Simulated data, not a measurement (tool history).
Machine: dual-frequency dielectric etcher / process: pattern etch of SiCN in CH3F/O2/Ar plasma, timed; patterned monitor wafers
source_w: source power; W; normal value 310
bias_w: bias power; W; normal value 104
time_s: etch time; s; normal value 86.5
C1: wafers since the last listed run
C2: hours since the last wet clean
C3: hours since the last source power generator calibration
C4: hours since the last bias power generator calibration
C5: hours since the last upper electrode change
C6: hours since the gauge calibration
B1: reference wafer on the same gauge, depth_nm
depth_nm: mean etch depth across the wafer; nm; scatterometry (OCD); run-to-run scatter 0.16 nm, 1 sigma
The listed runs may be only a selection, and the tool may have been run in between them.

run 1 hour=0.0 | source_w=310 bias_w=104 time_s=86.5 | C1=0 C2=576.3 C3=4197.0 C4=1692.3 C5=2898.2 C6=285.7 | B1=29.34 | depth_nm=31.17
-- hour=10.9 wet clean of the chamber
run 2 hour=58.1 | source_w=310 bias_w=115 time_s=86.5 | C1=326 C2=47.2 C3=4255.1 C4=1750.4 C5=2956.3 C6=343.8 | B1=29.28 | depth_nm=34.28
run 3 hour=119.7 | source_w=310 bias_w=86 time_s=86.5 | C1=425 C2=108.8 C3=4316.7 C4=1812.0 C5=3017.9 C6=405.4 | B1=29.33 | depth_nm=30.54
run 4 hour=181.3 | source_w=310 bias_w=104 time_s=86.5 | C1=425 C2=170.4 C3=4378.3 C4=1873.6 C5=3079.5 C6=467.0 | B1=29.29 | depth_nm=32.56
run 5 hour=336.3 | source_w=310 bias_w=104 time_s=86.5 | C1=1069 C2=325.4 C3=4533.3 C4=2028.6 C5=3234.5 C6=622.0 | B1=29.31 | depth_nm=31.97
run 6 hour=370.6 | source_w=310 bias_w=104 time_s=86.5 | C1=236 C2=359.7 C3=4567.6 C4=2062.9 C5=3268.8 C6=656.3 | B1=29.27 | depth_nm=31.90
run 7 hour=421.8 | source_w=310 bias_w=104 time_s=86.5 | C1=353 C2=410.9 C3=4618.8 C4=2114.1 C5=3320.0 C6=707.5 | B1=29.32 | depth_nm=31.79
run 8 hour=452.3 | source_w=310 bias_w=104 time_s=86.5 | C1=210 C2=441.4 C3=4649.3 C4=2144.6 C5=3350.5 C6=738.0 | B1=29.28 | depth_nm=31.76
run 9 hour=504.0 | source_w=310 bias_w=104 time_s=86.5 | C1=356 C2=493.1 C3=4701.0 C4=2196.3 C5=3402.2 C6=789.7 | B1=29.28 | depth_nm=31.66
-- hour=535.3 source power generator calibrated
run 10 hour=540.2 | source_w=310 bias_w=104 time_s=77.0 | C1=222 C2=529.3 C3=4.9 C4=2232.5 C5=3438.4 C6=825.9 | B1=29.28 | depth_nm=28.01
-- hour=587.0 wet clean of the chamber
run 11 hour=633.5 | source_w=310 bias_w=104 time_s=77.0 | C1=478 C2=46.5 C3=98.2 C4=2325.8 C5=3531.7 C6=919.2 | B1=29.29 | depth_nm=29.16
run 12 hour=704.3 | source_w=310 bias_w=104 time_s=86.5 | C1=488 C2=117.3 C3=169.0 C4=2396.6 C5=3602.5 C6=990.0 | B1=29.28 | depth_nm=32.19
-- hour=765.2 gauge calibrated
run 13 hour=772.2 | source_w=310 bias_w=104 time_s=86.5 | C1=468 C2=185.2 C3=236.9 C4=2464.5 C5=3670.4 C6=7.0 | B1=29.34 | depth_nm=32.19
run 14 hour=826.3 | source_w=310 bias_w=104 time_s=86.5 | C1=373 C2=239.3 C3=291.0 C4=2518.6 C5=3724.5 C6=61.1 | B1=29.29 | depth_nm=32.05
run 15 hour=864.3 | source_w=310 bias_w=104 time_s=86.5 | C1=262 C2=277.3 C3=329.0 C4=2556.6 C5=3762.5 C6=99.1 | B1=29.27 | depth_nm=31.91
-- hour=940.3 upper electrode replaced
run 16 hour=940.8 | source_w=280 bias_w=114 time_s=86.5 | C1=362 C2=353.8 C3=405.5 C4=2633.1 C5=0.5 C6=175.6 | B1=29.31 | depth_nm=31.58
run 17 hour=954.1 | source_w=340 bias_w=88 time_s=86.5 | C1=91 C2=367.1 C3=418.8 C4=2646.4 C5=13.8 C6=188.9 | B1=29.30 | depth_nm=31.03
run 18 hour=1007.0 | source_w=310 bias_w=104 time_s=86.5 | C1=365 C2=420.0 C3=471.7 C4=2699.3 C5=66.7 C6=241.8 | B1=29.29 | depth_nm=31.45
run 19 hour=1075.6 | source_w=350 bias_w=96 time_s=77.0 | C1=473 C2=488.6 C3=540.3 C4=2767.9 C5=135.3 C6=310.4 | B1=29.30 | depth_nm=28.48
-- hour=1123.3 bias power generator calibrated
run 20 hour=1123.8 | source_w=380 bias_w=129 time_s=86.5 | C1=305 C2=536.8 C3=588.5 C4=0.5 C5=183.5 C6=358.6 | B1=29.29 | depth_nm=36.08
-- hour=1167.4 wet clean of the chamber
run 21 hour=1167.9 | source_w=370 bias_w=90 time_s=86.5 | C1=138 C2=0.5 C3=632.6 C4=44.6 C5=227.6 C6=402.7 | B1=29.28 | depth_nm=33.25
run 22 hour=1206.1 | source_w=240 bias_w=93 time_s=86.5 | C1=263 C2=38.7 C3=670.8 C4=82.8 C5=265.8 C6=440.9 | B1=29.27 | depth_nm=28.77
run 23 hour=1236.6 | source_w=350 bias_w=84 time_s=112.0 | C1=210 C2=69.2 C3=701.3 C4=113.3 C5=296.3 C6=471.4 | B1=29.30 | depth_nm=40.82

For run 24, what comes out?
run 24 hour=1263.4 | source_w=310 bias_w=104 time_s=86.5 | C1=184 C2=96.0 C3=728.1 C4=140.1 C5=323.1 C6=498.2 | B1=? | depth_nm=?

Run 24 produced B1 29.27, depth_nm 32.47 nm.
Take away the tool's hidden state, keep the run-to-run variation as it was, and the same run would have given depth_nm 32.91 nm.
